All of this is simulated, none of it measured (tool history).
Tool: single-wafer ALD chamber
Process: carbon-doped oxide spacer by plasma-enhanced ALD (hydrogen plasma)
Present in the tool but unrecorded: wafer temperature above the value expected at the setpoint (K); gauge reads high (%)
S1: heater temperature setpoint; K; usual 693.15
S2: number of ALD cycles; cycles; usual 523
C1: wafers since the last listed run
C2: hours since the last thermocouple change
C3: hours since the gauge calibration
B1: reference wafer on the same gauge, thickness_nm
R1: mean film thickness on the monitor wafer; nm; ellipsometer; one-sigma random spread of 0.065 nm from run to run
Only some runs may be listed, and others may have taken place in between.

run	day	S1	S2	C1	C2	C3	B1	R1
1	0.000	701.15	489	0	1482.1	680.1	25.788	24.116
2	2.088	701.15	489	39	1532.2	730.2	25.791	24.126
3	3.308	701.15	489	23	1561.5	759.5	25.809	24.122
4	4.483	693.15	523	22	1589.7	787.7	25.784	26.320
5	9.550	693.15	523	95	1711.3	909.3	25.823	26.312
6	11.092	693.15	523	29	1748.3	946.3	25.801	26.251
7	12.712	693.15	523	30	1787.2	985.2	25.805	26.388
8	13.812	693.15	523	20	1813.6	1011.6	25.792	26.338
9	15.246	693.15	598	27	1848.0	1046.0	25.776	30.060
10	16.442	693.15	598	22	1876.7	1074.7	25.799	30.050
# day 17.429: gauge calibrated
11	18.838	693.15	598	45	1934.2	33.8	25.816	30.109
12	21.746	680.15	491	54	2004.0	103.6	25.826	25.674
13	24.588	702.15	464	53	2072.2	171.8	25.802	22.786
14	25.662	679.15	523	20	2098.0	197.6	25.815	27.409
15	28.200	693.15	606	47	2158.9	258.5	25.815	30.489
16	29.346	693.15	582	21	2186.4	286.0	25.801	29.311
# day 30.071: thermocouple changed; heater temperature recalibrated
17	31.862	693.15	523	41	43.0	346.4	25.762	25.879
18	34.896	693.15	523	57	115.8	419.2	25.825	25.930
19	37.217	685.15	578	43	171.5	474.9	25.770	29.196
20	39.162	693.15	523	36	218.2	521.6	25.809	25.999
21	41.575	693.15	448	45	276.1	579.5	25.798	22.245
22	42.629	693.15	523	19	301.4	604.8	25.819	26.052

What if the next run were any one of these 4? Each begins from the tool's condition after run 22:
A	42.679	685.15	523	0	302.6	606.0	?	?
B	42.679	684.15	592	0	302.6	606.0	?	?
C	42.679	683.15	620	0	302.6	606.0	?	?
D	42.679	702.15	523	0	302.6	606.0	?	?

run	B1	R1
A	25.783	26.700
B	25.783	30.305
C	25.783	31.825
D	25.783	25.457
Had the tool no hidden state, the same runs would have come out as:
run	R1
A	26.624
B	30.219
C	31.735
D	25.381
